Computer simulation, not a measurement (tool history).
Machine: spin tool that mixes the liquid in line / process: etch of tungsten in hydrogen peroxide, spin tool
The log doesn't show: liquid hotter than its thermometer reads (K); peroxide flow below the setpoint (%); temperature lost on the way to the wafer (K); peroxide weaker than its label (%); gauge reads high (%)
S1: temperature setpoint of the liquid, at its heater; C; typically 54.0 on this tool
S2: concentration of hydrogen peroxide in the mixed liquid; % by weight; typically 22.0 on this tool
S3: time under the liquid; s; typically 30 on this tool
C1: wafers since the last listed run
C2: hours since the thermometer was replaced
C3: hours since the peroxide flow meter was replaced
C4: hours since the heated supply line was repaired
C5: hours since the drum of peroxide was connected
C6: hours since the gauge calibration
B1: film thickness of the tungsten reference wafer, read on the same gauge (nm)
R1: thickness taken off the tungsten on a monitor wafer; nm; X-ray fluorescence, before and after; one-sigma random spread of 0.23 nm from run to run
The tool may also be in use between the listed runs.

Run 1, hour 0.0: usual settings but S1 46.5 C; C1 0; C2 257.4; C3 870.4; C4 3220.1; C5 28.1; C6 378.1; B1 139.99. Result: R1 30.21 nm.
Run 2, hour 26.2: usual settings but S1 46.5 C; C1 395; C2 283.6; C3 896.6; C4 3246.3; C5 54.3; C6 404.3; B1 139.99. Result: R1 30.16 nm.
At hour 58.2: gauge calibrated.
Run 3, hour 59.5: usual settings; C1 502; C2 316.9; C3 929.9; C4 3279.6; C5 87.6; C6 1.3; B1 140.00. Result: R1 47.68 nm.
Run 4, hour 81.6: usual settings but S1 56.5 C, S3 40 s; C1 333; C2 339.0; C3 952.0; C4 3301.7; C5 109.7; C6 23.4; B1 140.01. Result: R1 73.75 nm.
Run 5, hour 115.2: usual settings but S2 20.5 % by weight, S3 45 s; C1 507; C2 372.6; C3 985.6; C4 3335.3; C5 143.3; C6 57.0; B1 139.99. Result: R1 68.97 nm.
Run 6, hour 140.1: usual settings but S1 49.0 C, S2 25.5 % by weight; C1 376; C2 397.5; C3 1010.5; C4 3360.2; C5 168.2; C6 81.9; B1 140.00. Result: R1 37.71 nm.
Run 7, hour 164.9: usual settings but S1 49.0 C, S2 25.5 % by weight; C1 374; C2 422.3; C3 1035.3; C4 3385.0; C5 193.0; C6 106.7; B1 139.99. Result: R1 37.72 nm.
Run 8, hour 178.7: usual settings but S1 49.0 C, S2 25.5 % by weight; C1 208; C2 436.1; C3 1049.1; C4 3398.8; C5 206.8; C6 120.5; B1 140.00. Result: R1 37.61 nm.
Run 9, hour 191.0: usual settings; C1 185; C2 448.4; C3 1061.4; C4 3411.1; C5 219.1; C6 132.8; B1 139.99. Result: R1 47.04 nm.
Run 10, hour 223.1: usual settings; C1 484; C2 480.5; C3 1093.5; C4 3443.2; C5 251.2; C6 164.9; B1 140.00. Result: R1 47.49 nm.
Run 11, hour 251.0: usual settings; C1 421; C2 508.4; C3 1121.4; C4 3471.1; C5 279.1; C6 192.8; B1 140.01. Result: R1 46.87 nm.
Run 12, hour 276.5: usual settings; C1 385; C2 533.9; C3 1146.9; C4 3496.6; C5 304.6; C6 218.3; B1 140.01. Result: R1 47.02 nm.
Run 13, hour 306.5: usual settings; C1 453; C2 563.9; C3 1176.9; C4 3526.6; C5 334.6; C6 248.3; B1 139.98. Result: R1 46.93 nm.
Run 14, hour 327.2: usual settings but S2 26.0 % by weight; C1 312; C2 584.6; C3 1197.6; C4 3547.3; C5 355.3; C6 269.0; B1 139.98. Result: R1 51.33 nm.
At hour 348.5: thermometer replaced.
Run 15, hour 359.3: usual settings but S2 25.0 % by weight, S3 20 s; C1 469; C2 10.8; C3 1229.7; C4 3579.4; C5 387.4; C6 301.1; B1 140.00. Result: R1 33.06 nm.
At hour 389.7: peroxide flow meter replaced.
Run 16, hour 393.5: usual settings but S2 25.0 % by weight, S3 15 s; C1 501; C2 45.0; C3 3.8; C4 3613.6; C5 421.6; C6 335.3; B1 140.00. Result: R1 26.72 nm.
Run 17, hour 410.5: usual settings but S2 20.5 % by weight, S3 45 s; C1 256; C2 62.0; C3 20.8; C4 3630.6; C5 438.6; C6 352.3; B1 140.00. Result: R1 72.95 nm.
At hour 423.9: heated supply line repaired.
Run 18, hour 445.4: usual settings but S3 45 s; C1 511; C2 96.9; C3 55.7; C4 21.5; C5 473.5; C6 387.2; B1 140.00. Result: R1 75.81 nm.
At hour 456.6: gauge calibrated.
Run 19, hour 480.4: usual settings but S1 56.5 C, S3 40 s; C1 528; C2 131.9; C3 90.7; C4 56.5; C5 508.5; C6 23.8; B1 139.99. Result: R1 77.69 nm.
Run 20, hour 496.1: usual settings but S2 25.0 % by weight, S3 15 s; C1 237; C2 147.6; C3 106.4; C4 72.2; C5 524.2; C6 39.5; B1 140.01. Result: R1 26.62 nm.
At hour 523.5: new drum of peroxide connected.
Run 21, hour 593.6: usual settings but S1 60.0 C, S2 28.0 % by weight, S3 20 s; C1 1457; C2 245.1; C3 203.9; C4 169.7; C5 70.1; C6 137.0; B1 139.99. Result: R1 53.39 nm.
Run 22, hour 628.3: usual settings but S1 59.0 C, S3 50 s; C1 524; C2 279.8; C3 238.6; C4 204.4; C5 104.8; C6 171.7; B1 140.01. Result: R1 110.50 nm.
Run 23, hour 661.4: usual settings but S1 59.0 C, S2 26.5 % by weight, S3 15 s; C1 499; C2 312.9; C3 271.7; C4 237.5; C5 137.9; C6 204.8; B1 140.00. Result: R1 36.56 nm.
Run 24, hour 684.5: usual settings but S1 58.0 C, S2 28.0 % by weight, S3 40 s; C1 348; C2 336.0; C3 294.8; C4 260.6; C5 161.0; C6 227.9; B1 139.99. Result: R1 94.70 nm.
Run 25, hour 700.2: usual settings but S2 18.0 % by weight; C1 237; C2 351.7; C3 310.5; C4 276.3; C5 176.7; C6 243.6; B1 140.01. Result: R1 44.75 nm.
Run 26, hour 725.5: usual settings but S1 64.0 C; C1 382; C2 377.0; C3 335.8; C4 301.6; C5 202.0; C6 268.9; B1 139.99. Result: R1 87.76 nm.
Run 27, hour 741.1: usual settings; C1 235; C2 392.6; C3 351.4; C4 317.2; C5 217.6; C6 284.5; B1 140.01. Result: R1 49.19 nm.

Below are 3 alternative next runs, each starting from the tool's condition after run 27. Predict each:
Run A, hour 741.5: usual settings; C1 6; C2 393.0; C3 351.8; C4 317.6; C5 218.0; C6 284.9; B1 ?. Result: R1 ?.
Run B, hour 741.5: usual settings but S1 57.5 C, S2 19.0 % by weight, S3 25 s; C1 6; C2 393.0; C3 351.8; C4 317.6; C5 218.0; C6 284.9; B1 ?. Result: R1 ?.
Run C, hour 741.5: usual settings but S1 48.0 C; C1 6; C2 393.0; C3 351.8; C4 317.6; C5 218.0; C6 284.9; B1 ?. Result: R1 ?.

run      B1     R1
  A  140.02  49.79
  B  140.02  47.41
  C  140.02  34.58
What these runs would have given with no unlogged condition in the tool:
run     R1
  A  50.86
  B  48.42
  C  35.32
